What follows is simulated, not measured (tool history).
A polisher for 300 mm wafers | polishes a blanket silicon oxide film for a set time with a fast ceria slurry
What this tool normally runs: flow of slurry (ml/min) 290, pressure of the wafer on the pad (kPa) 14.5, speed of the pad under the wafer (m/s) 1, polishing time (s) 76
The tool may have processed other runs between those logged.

| run | hour | flow of slurry (ml/min) | pressure of the wafer on the pad (kPa) | speed of the pad under the wafer (m/s) | polishing time (s) | wafers since the last listed run | wafers polished on this pad | hours since the slurry nozzle was cleaned | hours since the head pressure was calibrated | incoming thickness of the incoming film, nm | film removed (nm) |
|---|---|---|---|---|---|---|---|---|---|---|---|
| 1 | 0 | 290 | 13.8 | 1 | 76 | 0 | 3201 | 143.1 | 397.3 | 2581.4 | 929.3 |
|  | 78.6 | worn pad replaced by a new one |
| 2 | 103.8 | 290 | 14.5 | 1 | 86 | 1159 | 292 | 246.9 | 501.1 | 2587.6 | 1149.1 |
| 3 | 186.2 | 290 | 14.5 | 1 | 86 | 956 | 1249 | 329.3 | 583.5 | 2594.1 | 1113.7 |
|  | 194.2 | head pressure recalibrated |
| 4 | 270.7 | 355 | 14.5 | 1 | 76 | 958 | 2207 | 413.8 | 76.5 | 2522.8 | 1025.2 |
| 5 | 373.3 | 355 | 14.5 | 1 | 76 | 1191 | 3398 | 516.4 | 179.1 | 2579.3 | 1011.2 |
|  | 415.4 | worn pad replaced by a new one |
| 6 | 453.1 | 290 | 14.5 | 1 | 76 | 880 | 437 | 596.2 | 258.9 | 2558.4 | 1042.5 |
| 7 | 549.6 | 290 | 14.5 | 1 | 76 | 1120 | 1558 | 692.7 | 355.4 | 2550.4 | 995.4 |
| 8 | 597.7 | 290 | 14.5 | 1 | 76 | 558 | 2116 | 740.8 | 403.5 | 2555.9 | 999.6 |
| 9 | 649.7 | 290 | 14.5 | 1 | 76 | 603 | 2720 | 792.8 | 455.5 | 2578.5 | 973.8 |
|  | 712.9 | head pressure recalibrated |
| 10 | 748 | 290 | 14.5 | 1 | 76 | 1118 | 3839 | 891.1 | 35.1 | 2571.8 | 987.8 |
|  | 752.8 | slurry nozzle cleaned |
| 11 | 826.4 | 290 | 12.4 | 1 | 57 | 898 | 4738 | 73.6 | 113.5 | 2528.2 | 624 |
|  | 838.2 | worn pad replaced by a new one |
| 12 | 917.7 | 290 | 14.5 | 1 | 76 | 1013 | 923 | 164.9 | 204.8 | 2558.8 | 1001.2 |
| 13 | 993.2 | 290 | 14.5 | 1 | 76 | 876 | 1800 | 240.4 | 280.3 | 2592 | 994.1 |
| 14 | 1069.1 | 290 | 14.5 | 1 | 76 | 881 | 2682 | 316.3 | 356.2 | 2533.2 | 974.3 |
| 15 | 1126.6 | 290 | 13.1 | 0.68 | 49 | 667 | 3349 | 373.8 | 413.7 | 2593.3 | 379.4 |
|  | 1166.7 | worn pad replaced by a new one |
| 16 | 1183.8 | 290 | 14.5 | 1 | 76 | 617 | 198 | 431 | 470.9 | 2581 | 981.7 |
| 17 | 1257.7 | 385 | 14.5 | 0.9 | 87 | 858 | 1056 | 504.9 | 544.8 | 2599.4 | 1020.2 |
|  | 1330.6 | head pressure recalibrated |
| 18 | 1338.3 | 195 | 15.9 | 1.24 | 89 | 912 | 1969 | 585.5 | 7.7 | 2555.7 | 1529.5 |
| 19 | 1377.1 | 290 | 13.8 | 1 | 76 | 450 | 2420 | 624.3 | 46.5 | 2556.7 | 949.8 |
| 20 | 1455.1 | 290 | 18.6 | 1 | 76 | 905 | 3326 | 702.3 | 124.5 | 2541.2 | 1259.3 |
| 21 | 1551 | 350 | 14.5 | 0.74 | 49 | 1113 | 4439 | 798.2 | 220.4 | 2536.6 | 464.2 |
|  | 1563.1 | worn pad replaced by a new one |
| 22 | 1628.6 | 195 | 14.5 | 1.26 | 95 | 854 | 760 | 875.8 | 298 | 2581.4 | 1516.3 |
|  | 1637.7 | slurry nozzle cleaned |
| 23 | 1695.7 | 200 | 14.5 | 1 | 76 | 767 | 1528 | 58 | 365.1 | 2553 | 951.7 |
| 24 | 1733 | 290 | 15.9 | 0.8 | 76 | 433 | 1961 | 95.3 | 402.4 | 2580.9 | 861.1 |
| 25 | 1830.9 | 290 | 14.5 | 0.9 | 64 | 1137 | 3098 | 193.2 | 500.3 | 2514.6 | 709 |
| 26 | 1874.9 | 290 | 14.5 | 1 | 76 | 511 | 3609 | 237.2 | 544.3 | 2569.4 | 936.4 |
|  | 1916.7 | head pressure recalibrated |
| 27 | 1929.8 | 290 | 17.9 | 1 | 69 | 614 | 4223 | 292.1 | 13.1 | 2604.8 | 1093.5 |

Below, each run's measurement less what the same run would have read without the hidden state. Both values contain the same run-to-run variation, but the gauge's scatter may not be the same in both:
The hidden state here: removal rate lost through wear of the pad, %; slurry flow missing at the pad, %; deviation of the head's pressure from its setpoint, %.
| run | film removed (nm) |
|---|---|
| 1 | -79 |
| 2 | -62 |
| 3 | -101.3 |
| 4 | -39.9 |
| 5 | -65.3 |
| 6 | -23.1 |
| 7 | -52.8 |
| 8 | -70.7 |
| 9 | -89.1 |
| 10 | -63.6 |
| 11 | -51.7 |
| 12 | -45.1 |
| 13 | -67.4 |
| 14 | -91.9 |
| 15 | -44.3 |
| 16 | -59.1 |
| 17 | -94.2 |
| 18 | -88 |
| 19 | -62.3 |
| 20 | -105.9 |
| 21 | -51.9 |
| 22 | -75.6 |
| 23 | -69.4 |
| 24 | -75 |
| 25 | -91.2 |
| 26 | -140.4 |
| 27 | -86.7 |
